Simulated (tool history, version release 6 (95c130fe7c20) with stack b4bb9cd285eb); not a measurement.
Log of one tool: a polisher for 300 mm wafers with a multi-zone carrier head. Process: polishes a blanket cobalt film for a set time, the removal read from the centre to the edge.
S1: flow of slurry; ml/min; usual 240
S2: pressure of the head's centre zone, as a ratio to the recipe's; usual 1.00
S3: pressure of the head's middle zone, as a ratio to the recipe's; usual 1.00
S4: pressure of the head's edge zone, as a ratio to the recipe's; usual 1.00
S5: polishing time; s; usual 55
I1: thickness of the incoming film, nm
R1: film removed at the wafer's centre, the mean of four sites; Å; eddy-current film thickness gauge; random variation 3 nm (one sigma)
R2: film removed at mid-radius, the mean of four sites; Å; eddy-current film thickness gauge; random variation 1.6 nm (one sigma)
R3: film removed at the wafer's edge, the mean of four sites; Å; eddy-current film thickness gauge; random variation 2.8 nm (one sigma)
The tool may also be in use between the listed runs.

| run | hour | S1 | S2 | S3 | S4 | S5 | I1 | R1 | R2 | R3 |
|---|---|---|---|---|---|---|---|---|---|---|
| 1 | 0.0 | 240 | 1.00 | 1.00 | 1.00 | 55 | 749.2 | 1971 | 1945 | 2000 |
| 2 | 7.0 | 185 | 1.00 | 1.00 | 1.00 | 55 | 746.4 | 1865 | 1844 | 1906 |
| 3 | 15.4 | 185 | 1.00 | 1.00 | 1.00 | 55 | 742.7 | 1816 | 1842 | 1864 |
| 4 | 28.9 | 185 | 1.00 | 1.00 | 1.00 | 55 | 747.6 | 1725 | 1764 | 1817 |
| 5 | 39.5 | 240 | 1.00 | 1.00 | 1.00 | 55 | 748.0 | 2130 | 2061 | 2091 |
| 6 | 54.1 | 240 | 1.00 | 1.00 | 1.00 | 55 | 735.8 | 2005 | 2060 | 2060 |
| 7 | 66.9 | 215 | 1.00 | 1.00 | 1.00 | 46 | 736.3 | 1594 | 1637 | 1658 |
| 8 | 75.6 | 280 | 1.00 | 1.00 | 1.00 | 47 | 740.2 | 1724 | 1701 | 1724 |
| 9 | 88.6 | 240 | 1.00 | 1.00 | 1.00 | 55 | 733.6 | 1917 | 1887 | 1934 |
| 10 | 109.7 | 240 | 1.00 | 1.00 | 1.00 | 55 | 725.3 | 2070 | 2041 | 2077 |
| 11 | 121.0 | 240 | 1.00 | 1.00 | 1.00 | 55 | 731.9 | 2018 | 2038 | 2094 |
| 12 | 147.6 | 240 | 1.00 | 1.00 | 1.00 | 55 | 743.7 | 1931 | 1917 | 1962 |
| 13 | 158.9 | 240 | 1.00 | 1.00 | 1.00 | 55 | 741.4 | 2157 | 2101 | 2115 |
| 14 | 172.7 | 185 | 1.00 | 1.00 | 1.00 | 55 | 736.5 | 1944 | 1967 | 1992 |
| 15 | 181.4 | 240 | 1.07 | 0.93 | 1.00 | 55 | 735.5 | 2114 | 1872 | 2072 |
| 16 | 199.1 | 310 | 1.04 | 1.00 | 1.00 | 68 | 752.3 | 2637 | 2456 | 2540 |
| 17 | 215.5 | 240 | 1.12 | 1.00 | 1.00 | 55 | 734.5 | 2123 | 1876 | 1928 |
| 18 | 223.2 | 315 | 1.00 | 1.00 | 1.05 | 63 | 740.5 | 2494 | 2481 | 2550 |
| 19 | 239.2 | 240 | 1.10 | 1.10 | 1.00 | 48 | 734.0 | 1910 | 1932 | 1804 |
| 20 | 251.1 | 285 | 1.00 | 1.07 | 1.10 | 72 | 753.7 | 2642 | 2826 | 2726 |

Not shown: 8 entries that the log had between the listed runs. Between which runs, and how does the tool's hidden state differ before and after?
Between runs 4 and 5: worn pad replaced by a new one (hour 33.1)
  removal rate lost through wear of the pad, %: 13.5 -> 1.55
  measured less the result without the state, R1: -269 -> -33 Å; R2: -275 -> -32 Å; R3: -283 -> -33 Å
Between runs 9 and 10: worn pad replaced by a new one (hour 96.9)
  removal rate lost through wear of the pad, %: 10.6 -> 2.55
  measured less the result without the state, R1: -227 -> -54 Å; R2: -224 -> -54 Å; R3: -230 -> -55 Å
Between runs 11 and 12: carrier head's membrane replaced by a new one (hour 130.3); centre zone pressure recalibrated (hour 132.1)
  removal rate lost through wear of the pad, %: 4.64 -> 9.55
  measured less the result without the state, R1: -98 -> -204 Å; R2: -99 -> -203 Å; R3: -102 -> -207 Å
Between runs 12 and 13: edge zone pressure recalibrated (hour 153.4); worn pad replaced by a new one (hour 154.1); slurry nozzle cleaned (hour 158.4)
  removal rate lost through wear of the pad, %: 9.55 -> 1.06
  measured less the result without the state, R1: -204 -> -23 Å; R2: -203 -> -22 Å; R3: -207 -> -23 Å
Between runs 17 and 18: worn pad replaced by a new one (hour 221.1)
  removal rate lost through wear of the pad, %: 11.5 -> 1.32
  measured less the result without the state, R1: -276 -> -33 Å; R2: -243 -> -33 Å; R3: -251 -> -34 Å
